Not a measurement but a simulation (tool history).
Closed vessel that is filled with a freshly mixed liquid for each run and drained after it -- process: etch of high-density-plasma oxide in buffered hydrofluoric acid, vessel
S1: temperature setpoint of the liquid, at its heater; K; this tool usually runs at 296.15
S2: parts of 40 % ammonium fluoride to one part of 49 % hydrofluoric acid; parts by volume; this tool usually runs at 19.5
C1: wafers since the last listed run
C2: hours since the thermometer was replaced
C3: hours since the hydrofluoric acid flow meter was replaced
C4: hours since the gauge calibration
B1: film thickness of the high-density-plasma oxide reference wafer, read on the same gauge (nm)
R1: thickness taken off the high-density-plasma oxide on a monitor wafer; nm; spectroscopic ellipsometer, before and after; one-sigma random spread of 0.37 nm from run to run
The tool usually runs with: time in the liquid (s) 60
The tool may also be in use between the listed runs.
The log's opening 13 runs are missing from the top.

{"run": 14, "hour": 974.8, "S1": 298.65, "S2": 16.5, "time in the liquid (s)": 35, "C1": 7916, "C2": 218.9, "C3": 1312.3, "C4": 2042.9, "B1": 109.97, "R1": 33.05}
{"run": 15, "hour": 1068.4, "S1": 298.65, "S2": 16.5, "time in the liquid (s)": 35, "C1": 10040, "C2": 312.5, "C3": 1405.9, "C4": 2136.5, "B1": 110.08, "R1": 32.79}
{"run": 16, "hour": 1110.5, "S1": 296.15, "S2": 19.5, "time in the liquid (s)": 95, "C1": 4516, "C2": 354.6, "C3": 1448.0, "C4": 2178.6, "B1": 110.19, "R1": 65.65}
{"run": 17, "hour": 1161.6, "S1": 301.15, "S2": 25.5, "time in the liquid (s)": 35, "C1": 5481, "C2": 405.7, "C3": 1499.1, "C4": 2229.7, "B1": 110.21, "R1": 25.73}
{"run": 18, "hour": 1223.4, "S1": 296.15, "S2": 19.5, "time in the liquid (s)": 60, "C1": 6629, "C2": 467.5, "C3": 1560.9, "C4": 2291.5, "B1": 110.28, "R1": 41.14}
{"run": 19, "hour": 1314.2, "S1": 300.15, "S2": 19.5, "time in the liquid (s)": 60, "C1": 9740, "C2": 558.3, "C3": 1651.7, "C4": 2382.3, "B1": 110.38, "R1": 51.95}
{"run": 20, "hour": 1400.4, "S1": 296.15, "S2": 25.5, "time in the liquid (s)": 60, "C1": 9247, "C2": 644.5, "C3": 1737.9, "C4": 2468.5, "B1": 110.47, "R1": 34.4}
{"run": 21, "hour": 1473.0, "S1": 296.15, "S2": 14.5, "time in the liquid (s)": 95, "C1": 7788, "C2": 717.1, "C3": 1810.5, "C4": 2541.1, "B1": 110.5, "R1": 88.39}
{"hour": 1476.7, "done": "hydrofluoric acid flow meter replaced"}
{"run": 22, "hour": 1515.4, "S1": 298.65, "S2": 19.5, "time in the liquid (s)": 50, "C1": 4441, "C2": 759.5, "C3": 38.7, "C4": 2583.5, "B1": 110.55, "R1": 40.2}
{"run": 23, "hour": 1579.3, "S1": 291.65, "S2": 13.5, "time in the liquid (s)": 90, "C1": 6854, "C2": 823.4, "C3": 102.6, "C4": 2647.4, "B1": 110.61, "R1": 69.09}
{"run": 24, "hour": 1670.1, "S1": 296.15, "S2": 14.0, "time in the liquid (s)": 95, "C1": 9740, "C2": 914.2, "C3": 193.4, "C4": 2738.2, "B1": 110.65, "R1": 90.69}
{"hour": 1681.7, "done": "gauge calibrated"}
{"run": 25, "hour": 1763.9, "S1": 292.15, "S2": 19.5, "time in the liquid (s)": 80, "C1": 10062, "C2": 1008.0, "C3": 287.2, "C4": 82.2, "B1": 101.39, "R1": 39.98}
{"run": 26, "hour": 1867.0, "S1": 298.15, "S2": 26.0, "time in the liquid (s)": 60, "C1": 11060, "C2": 1111.1, "C3": 390.3, "C4": 185.3, "B1": 102.27, "R1": 35.19}
{"run": 27, "hour": 1976.7, "S1": 296.15, "S2": 19.5, "time in the liquid (s)": 35, "C1": 11768, "C2": 1220.8, "C3": 500.0, "C4": 295.0, "B1": 103.11, "R1": 22.55}
{"run": 28, "hour": 2019.2, "S1": 296.15, "S2": 19.5, "time in the liquid (s)": 60, "C1": 4559, "C2": 1263.3, "C3": 542.5, "C4": 337.5, "B1": 103.44, "R1": 38.9}

For run 29, what comes out?
{"run": 29, "hour": 2112.4, "S1": 296.15, "S2": 14.5, "time in the liquid (s)": 90, "C1": 9998, "C2": 1356.5, "C3": 635.7, "C4": 430.7, "B1": "?", "R1": "?"}

B1: 104.04
R1: 78.69 nm
The same run, on a tool lacking any hidden state, would have yielded R1 75.63 nm.
